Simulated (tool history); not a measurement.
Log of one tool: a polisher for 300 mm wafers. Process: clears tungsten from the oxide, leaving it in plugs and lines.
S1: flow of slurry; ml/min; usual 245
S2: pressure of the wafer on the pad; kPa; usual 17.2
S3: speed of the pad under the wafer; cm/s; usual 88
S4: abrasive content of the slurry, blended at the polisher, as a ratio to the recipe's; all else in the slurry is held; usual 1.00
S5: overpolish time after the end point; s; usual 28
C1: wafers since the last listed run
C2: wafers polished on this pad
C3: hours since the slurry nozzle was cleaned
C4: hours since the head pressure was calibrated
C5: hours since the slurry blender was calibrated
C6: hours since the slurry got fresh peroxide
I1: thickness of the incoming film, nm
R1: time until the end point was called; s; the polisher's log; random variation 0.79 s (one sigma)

Run 1, hour 0.0: usual settings; C1 0; C2 1068; C3 84.3; C4 473.1; C5 142.2; C6 53.6; I1 257.4. Result: R1 96.0 s.
At hour 16.6: worn pad replaced by a new one.
Run 2, hour 32.2: usual settings; C1 185; C2 102; C3 116.5; C4 505.3; C5 174.4; C6 85.8; I1 257.4. Result: R1 99.5 s.
At hour 38.0: slurry blender recalibrated.
Run 3, hour 60.5: usual settings; C1 173; C2 276; C3 144.8; C4 533.6; C5 22.5; C6 114.1; I1 256.3. Result: R1 98.1 s.
At hour 111.2: slurry tank refilled with fresh slurry and peroxide.
Run 4, hour 118.5: usual settings; C1 375; C2 651; C3 202.8; C4 591.6; C5 80.5; C6 7.3; I1 252.8. Result: R1 97.4 s.
Run 5, hour 148.1: usual settings; C1 195; C2 846; C3 232.4; C4 621.2; C5 110.1; C6 36.9; I1 259.4. Result: R1 101.1 s.
At hour 182.0: worn pad replaced by a new one, of another model than before.
Run 6, hour 182.3: usual settings; C1 198; C2 2; C3 266.6; C4 655.4; C5 144.3; C6 71.1; I1 250.6. Result: R1 96.0 s.
At hour 232.6: slurry blender recalibrated.
Run 7, hour 251.3: usual settings but S4 1.20; C1 441; C2 443; C3 335.6; C4 724.4; C5 18.7; C6 140.1; I1 255.6. Result: R1 96.0 s.
At hour 258.3: slurry tank refilled with fresh slurry and peroxide.
Run 8, hour 299.0: usual settings; C1 307; C2 751; C3 383.3; C4 772.1; C5 66.4; C6 40.7; I1 254.0. Result: R1 97.7 s.
Run 9, hour 340.4: usual settings; C1 272; C2 1024; C3 424.7; C4 813.5; C5 107.8; C6 82.1; I1 255.9. Result: R1 98.0 s.
At hour 357.2: worn pad replaced by a new one.
At hour 401.0: slurry blender recalibrated.
Run 10, hour 411.1: usual settings but S1 215 ml/min, S2 15.2 kPa; C1 426; C2 341; C3 495.4; C4 884.2; C5 10.1; C6 152.8; I1 254.6. Result: R1 106.9 s.
At hour 449.5: slurry tank refilled with fresh slurry and peroxide.
At hour 460.3: slurry nozzle cleaned.
Run 11, hour 462.8: usual settings but S1 165 ml/min, S3 66 cm/s, S5 24 s; C1 327; C2 669; C3 2.5; C4 935.9; C5 61.8; C6 13.3; I1 256.7. Result: R1 127.3 s.
At hour 510.5: worn pad replaced by a new one.
Run 12, hour 533.7: usual settings but S1 180 ml/min, S2 13.8 kPa, S4 1.10, S5 38 s; C1 440; C2 153; C3 73.4; C4 1006.8; C5 132.7; C6 84.2; I1 256.3. Result: R1 111.3 s.
Run 13, hour 569.2: usual settings but S2 11.0 kPa; C1 233; C2 386; C3 108.9; C4 1042.3; C5 168.2; C6 119.7; I1 255.9. Result: R1 124.3 s.
At hour 595.7: slurry blender recalibrated.
At hour 609.0: head pressure recalibrated.
Run 14, hour 609.5: usual settings but S2 14.5 kPa, S3 114 cm/s, S4 0.75, S5 37 s; C1 239; C2 626; C3 149.2; C4 0.5; C5 13.8; C6 160.0; I1 256.9. Result: R1 91.5 s.
At hour 643.7: slurry tank refilled with fresh slurry and peroxide.
Run 15, hour 667.2: usual settings; C1 373; C2 999; C3 206.9; C4 58.2; C5 71.5; C6 23.5; I1 250.0. Result: R1 95.9 s.
At hour 673.8: worn pad replaced by a new one.
Run 16, hour 712.6: usual settings but S1 180 ml/min, S3 68 cm/s, S5 40 s; C1 272; C2 255; C3 252.3; C4 103.6; C5 116.9; C6 68.9; I1 251.7. Result: R1 125.5 s.
Run 17, hour 758.0: usual settings; C1 299; C2 555; C3 297.7; C4 149.0; C5 162.3; C6 114.3; I1 254.0. Result: R1 97.7 s.
At hour 794.0: slurry blender recalibrated.
Run 18, hour 794.5: usual settings; C1 227; C2 782; C3 334.2; C4 185.5; C5 0.5; C6 150.8; I1 255.4. Result: R1 97.2 s.

Forecast each of these 3 alternatives for the next run:
Run A, hour 795.0: usual settings; C1 3; C2 785; C3 334.7; C4 186.0; C5 1.0; C6 151.3; I1 257.1. Result: R1 ?.
Run B, hour 795.0: usual settings but S2 14.5 kPa, S5 17 s; C1 3; C2 785; C3 334.7; C4 186.0; C5 1.0; C6 151.3; I1 257.1. Result: R1 ?.
Run C, hour 795.0: usual settings but S1 175 ml/min, S2 13.8 kPa; C1 3; C2 785; C3 334.7; C4 186.0; C5 1.0; C6 151.3; I1 257.1. Result: R1 ?.

run     R1
  A   99.3
  B  110.4
  C  117.1
Without the tool's hidden state the same runs would have given:
run     R1
  A   96.5
  B  107.2
  C  113.1

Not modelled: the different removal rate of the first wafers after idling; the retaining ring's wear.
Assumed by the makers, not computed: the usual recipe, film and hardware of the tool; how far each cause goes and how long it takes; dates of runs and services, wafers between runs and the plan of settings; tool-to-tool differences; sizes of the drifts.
